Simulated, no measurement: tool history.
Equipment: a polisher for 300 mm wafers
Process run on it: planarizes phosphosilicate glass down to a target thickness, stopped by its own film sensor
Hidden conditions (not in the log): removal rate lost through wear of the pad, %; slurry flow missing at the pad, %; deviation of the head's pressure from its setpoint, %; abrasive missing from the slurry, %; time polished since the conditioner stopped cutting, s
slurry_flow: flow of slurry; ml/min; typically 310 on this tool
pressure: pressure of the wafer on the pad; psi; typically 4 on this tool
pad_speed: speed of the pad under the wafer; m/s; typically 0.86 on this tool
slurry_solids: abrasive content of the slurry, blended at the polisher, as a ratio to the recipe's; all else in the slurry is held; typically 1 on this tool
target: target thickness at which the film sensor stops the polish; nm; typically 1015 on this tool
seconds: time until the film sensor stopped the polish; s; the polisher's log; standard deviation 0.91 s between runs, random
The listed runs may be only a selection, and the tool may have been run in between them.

run    hour  slurry_flow  pressure  pad_speed  slurry_solids  target  wafers since the last listed run  wafers polished on this pad  hours since the slurry nozzle was cleaned  hours since the head pressure was calibrated  hours since the slurry blender was calibrated  hours since the conditioning disc was replaced  incoming thickness of the incoming film, nm  seconds
  1       0          310         4       0.86              1    1015                                 0                         2596                                       94.8                                         301.6                                          496.8                                           293.9                                       1574.6     55.3
  2    38.1          345         4       0.86            0.9    1015                               309                         2905                                      132.9                                         339.7                                          534.9                                             332                                         1557     55.4
       48.3  -- slurry blender recalibrated
  3   126.9          345         4       0.86            0.9    1015                               704                         3610                                      221.7                                         428.5                                           78.6                                           420.8                                       1576.2     56.5
      192.6  -- worn pad replaced by a new one
  4   219.3          345         4       0.86            0.9    1015                               717                          217                                      314.1                                         520.9                                            171                                           513.2                                       1596.5     53.9
      242.1  -- head pressure recalibrated
      253.4  -- conditioning disc replaced and pad reconditioned
  5   274.8          310         4       0.86              1    1015                               418                          635                                      369.6                                          32.7                                          226.5                                            21.4                                       1576.5     58.3
  6   311.3          310         4       0.86              1    1015                               296                          931                                      406.1                                          69.2                                            263                                            57.9                                       1591.3     57.2
  7   377.6          310         4       0.86              1    1015                               538                         1469                                      472.4                                         135.5                                          329.3                                           124.2                                       1579.9     58.3
  8   463.9          215         4       0.86              1     952                               700                         2170                                      558.7                                         221.8                                          415.6                                           210.5                                       1553.4     61.6
      483.2  -- slurry nozzle cleaned
  9   535.8          355       4.6       0.86            0.9    1015                               575                         2746                                       52.6                                         293.7                                          487.5                                           282.4                                       1564.1     49.1
 10   613.3          310         4       0.86              1    1015                               629                         3375                                      130.1                                         371.2                                            565                                           359.9                                       1567.6     57.1
      686.6  -- slurry blender recalibrated
 11   687.1          310       4.4       0.86              1    1015                               582                         3958                                      203.9                                           445                                            0.5                                           433.7                                       1577.6     53.7
      743.9  -- worn pad replaced by a new one
 12   775.8          255         4       0.86              1    1141                               687                          258                                      292.6                                         533.7                                           89.2                                           522.4                                       1547.9     38.9
 13   881.6          310         4       1.14            0.7    1015                               858                         1117                                      398.4                                         639.5                                            195                                           628.2                                       1581.9     47.1
      931.5  -- head pressure recalibrated
      944.3  -- conditioning disc replaced and pad reconditioned
 14   977.7          360       3.4       0.94              1    1069                               747                         1865                                      494.5                                          46.2                                          291.1                                            33.4                                       1566.8     54.9
     1071.1  -- slurry nozzle cleaned
 15  1079.2          310         4       0.86              1    1015                               815                         2681                                        8.1                                         147.7                                          392.6                                           134.9                                       1573.8       58
 16  1174.9          230       3.6       0.96              1    1015                               776                         3458                                      103.8                                         243.4                                          488.3                                           230.6                                       1543.8     54.7
 17  1242.2          205         4       0.58              1    1015                               546                         4004                                      171.1                                         310.7                                          555.6                                           297.9                                       1571.7     81.1
     1306.9  -- slurry blender recalibrated
 18  1312.9          240       4.4       1.12           0.85    1015                               557                         4562                                      241.8                                         381.4                                              6                                           368.6                                         1552     42.7
 19  1388.4          385       4.5       1.06              1     846                               612                         5175                                      317.3                                         456.9                                           81.5                                           444.1                                       1566.4     56.1
     1398.6  -- worn pad replaced by a new one
 20    1435          310         4       0.86              1    1015                               345                          295                                      363.9                                         503.5                                          128.1                                           490.7                                       1595.8       55
 21  1521.1          310         4       0.86              1    1015                               699                          994                                        450                                         589.6                                          214.2                                           576.8                                       1573.4     54.4
       1530  -- conditioning disc replaced and pad reconditioned
 22    1596          310         4       0.86              1     903                               591                         1586                                      524.9                                         664.5                                          289.1                                              66                                       1570.2     64.1
     1614.7  -- slurry nozzle cleaned
     1625.7  -- head pressure recalibrated
 23  1667.2          310         4       0.86              1    1015                               553                         2139                                       52.5                                          41.5                                          360.3                                           137.2                                       1565.7     56.6
 24  1766.2          310         4       0.74           0.75     888                               803                         2943                                      151.5                                         140.5                                          459.3                                           236.2                                       1561.7     84.4

Forecast each of these 5 alternatives for the next run:
  A  1766.6          310         4       0.86              1    1015                                 3                         2947                                      151.9                                         140.9                                          459.7                                           236.6                                       1590.2        ?
  B  1766.6          235         4       0.86            1.3    1015                                 3                         2947                                      151.9                                         140.9                                          459.7                                           236.6                                       1590.2        ?
  C  1766.6          310         4       0.86           0.75    1208                                 3                         2947                                      151.9                                         140.9                                          459.7                                           236.6                                       1590.2        ?
  D  1766.6          230       4.6        0.6            1.1    1015                                 3                         2947                                      151.9                                         140.9                                          459.7                                           236.6                                       1590.2        ?
  E  1766.6          355         4       0.74           1.15     929                                 3                         2947                                      151.9                                         140.9                                          459.7                                           236.6                                       1590.2        ?

run  seconds
  A     59.7
  B     56.8
  C     42.7
  D     70.1
  E     73.9
The same runs, with their run-to-run variation unchanged, on a tool lacking any hidden condition would have given:
run  seconds
  A     58.6
  B     55.7
  C     41.9
  D     68.8
  E     72.6
